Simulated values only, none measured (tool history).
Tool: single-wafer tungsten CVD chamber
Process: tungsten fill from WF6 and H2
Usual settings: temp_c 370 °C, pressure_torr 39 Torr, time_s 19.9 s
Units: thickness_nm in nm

| run | day | temp_c | pressure_torr | time_s | read-back reference wafer on the same gauge, thickness_nm | thickness_nm |
|---|---|---|---|---|---|---|
| 1 | 0 | 366 | 39 | 19.9 | 34.813 | 34.154 |
|  | 2.371 | gauge calibrated |
| 2 | 3.662 | 366 | 39 | 19.9 | 34.803 | 34.864 |
| 3 | 6.758 | 365 | 39 | 19.9 | 34.831 | 33.645 |
| 4 | 11.142 | 365 | 39 | 19.9 | 34.705 | 33.372 |
| 5 | 14.292 | 370 | 39 | 19.9 | 34.779 | 37.99 |
|  | 17.479 | capacitance manometer re-zeroed and calibrated |
| 6 | 17.529 | 370 | 39 | 19.9 | 34.787 | 36.354 |
| 7 | 20.712 | 370 | 39 | 19.9 | 34.837 | 36.361 |
| 8 | 23.204 | 370 | 39 | 19.9 | 34.77 | 36.652 |
| 9 | 27.242 | 370 | 39 | 19.9 | 34.801 | 37.202 |
|  | 31.454 | showerhead replaced |
| 10 | 38.892 | 370 | 39 | 19.9 | 34.864 | 37.623 |
| 11 | 40.738 | 370 | 39 | 19.9 | 34.788 | 37.313 |
| 12 | 44.546 | 370 | 39 | 19.9 | 34.845 | 37.508 |
| 13 | 49.038 | 380 | 32.8 | 21.4 | 34.778 | 45.204 |
|  | 55.879 | thermocouple changed; heater temperature recalibrated |
| 14 | 56.296 | 380 | 43.8 | 20.9 | 34.863 | 57.22 |
|  | 56.954 | gauge calibrated |
| 15 | 59.55 | 370 | 39 | 19.9 | 34.903 | 39.589 |
| 16 | 63.654 | 381 | 33.5 | 19.9 | 34.798 | 45.864 |
|  | 64.242 | capacitance manometer re-zeroed and calibrated |
| 17 | 68.1 | 359 | 44.6 | 17.7 | 34.72 | 27.975 |
| 18 | 70.858 | 382 | 39 | 19.9 | 34.893 | 50.145 |
| 19 | 73.217 | 377 | 32.3 | 19.9 | 34.743 | 39.123 |
| 20 | 77.579 | 380 | 43.8 | 20.9 | 34.829 | 54.416 |
| 21 | 81.883 | 378 | 43.9 | 16.6 | 34.753 | 41.524 |
| 22 | 84.329 | 380 | 32.6 | 23.5 | 34.732 | 50.027 |
| 23 | 87.004 | 370 | 48.3 | 19.9 | 34.815 | 43.154 |

4 ways to go on from here, each from the tool as it stands after run 23. What would each give?
| A | 87.021 | 370 | 39 | 18.4 | ? | ? |
| B | 87.021 | 374 | 39 | 19.9 | ? | ? |
| C | 87.021 | 381 | 35.9 | 19.9 | ? | ? |
| D | 87.021 | 362 | 29.7 | 18 | ? | ? |

| run | read-back reference wafer on the same gauge, thickness_nm | thickness_nm |
|---|---|---|
| A | 34.817 | 35.099 |
| B | 34.817 | 41.825 |
| C | 34.817 | 46.447 |
| D | 34.817 | 22.769 |
Without the tool's hidden state the same runs would have given:
| run | thickness_nm |
|---|---|
| A | 35.414 |
| B | 42.145 |
| C | 46.693 |
| D | 22.976 |

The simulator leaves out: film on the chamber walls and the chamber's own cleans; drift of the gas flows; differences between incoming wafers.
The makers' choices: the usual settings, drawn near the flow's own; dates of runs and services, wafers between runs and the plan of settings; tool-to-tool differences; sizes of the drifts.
